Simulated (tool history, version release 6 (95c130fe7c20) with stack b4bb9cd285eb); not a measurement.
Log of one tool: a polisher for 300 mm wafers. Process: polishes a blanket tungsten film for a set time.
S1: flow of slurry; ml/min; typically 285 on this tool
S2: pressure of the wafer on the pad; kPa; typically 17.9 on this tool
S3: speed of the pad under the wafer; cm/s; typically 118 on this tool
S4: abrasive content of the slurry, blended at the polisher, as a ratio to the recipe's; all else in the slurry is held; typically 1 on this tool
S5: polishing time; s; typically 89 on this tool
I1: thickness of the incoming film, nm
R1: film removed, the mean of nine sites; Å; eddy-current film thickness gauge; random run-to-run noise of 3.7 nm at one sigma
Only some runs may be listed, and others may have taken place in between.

run,hour,S1,S2,S3,S4,S5,I1,R1
1,0,285,17.9,118,1,89,1002.1,3196
2,57.8,285,17.9,118,1,89,999.7,3059
# hour 67.1: worn pad replaced by a new one
# hour 88: slurry nozzle cleaned
# hour 96.6: slurry blender recalibrated
# hour 110.5: head pressure recalibrated
3,111,285,17.9,118,1,89,1009.8,3393
4,156.9,285,17.9,118,1,89,1021.2,3442
5,197.8,285,17.9,118,1,89,1012.7,3381
# hour 213.9: slurry tank refilled with fresh slurry and peroxide
6,246.9,285,17.9,118,1,89,1013.4,3341
7,286.8,285,17.9,118,1,89,1001.4,3348
8,343,285,17.9,118,1,89,992.9,3388
9,439.2,285,17.9,130,1,115,1021.8,4474
# hour 505: slurry nozzle cleaned
10,514.1,285,13.8,106,0.85,114,1011.2,2926
# hour 587.4: worn pad replaced by a new one
11,608.9,215,17.9,118,1,89,996.2,2873
# hour 622.5: slurry blender recalibrated
# hour 650.8: slurry tank refilled with fresh slurry and peroxide
12,740.3,285,17.9,118,1,89,1010.9,3463
13,824.7,360,17.9,118,1,89,1004.5,3526
# hour 961.8: slurry nozzle cleaned
14,962.3,345,12.4,130,1,103,997.7,3120
# hour 1015.2: worn pad replaced by a new one
15,1043.8,285,17.9,104,1,112,1019.8,3669
# hour 1079.7: head pressure recalibrated
16,1110.6,285,20,118,1,89,995.3,3294
# hour 1160.5: slurry blender recalibrated
# hour 1165.2: slurry tank refilled with fresh slurry and peroxide
17,1199,285,23.4,106,1,89,1025,4022
18,1297.5,355,24.1,118,0.75,89,1001.7,3908
19,1369.9,285,17.9,118,1,89,1006.8,3333
# hour 1390: slurry nozzle cleaned
# hour 1452.1: worn pad replaced by a new one
20,1455.3,375,17.9,152,0.8,89,1011.8,3657
21,1503.4,185,19.3,104,1.1,89,1019.4,3106
22,1561.5,285,17.9,118,1,89,1018.3,3170
# hour 1627.9: slurry blender recalibrated
# hour 1652.8: slurry tank refilled with fresh slurry and peroxide
23,1658.2,380,17.9,118,1,68,1012.9,2705
24,1709.9,335,20,118,1.3,101,1011.2,4635
25,1757.7,320,20.7,118,1,99,1010.6,4352

Here are 5 independent what-if runs from the current tool condition. What would each one return?
A,1758.1,285,17.9,118,1,89,1002.1,?
B,1758.1,285,17.9,154,1,89,1002.1,?
C,1758.1,285,17.9,98,1,89,1002.1,?
D,1758.1,285,17.9,92,1,118,1002.1,?
E,1758.1,240,17.9,144,0.75,101,1002.1,?

run,R1
A,3405
B,4065
C,3039
D,3883
E,3830
What these runs would have given with no unlogged condition in the tool:
run,R1
A,3471
B,4143
C,3097
D,3958
E,3900
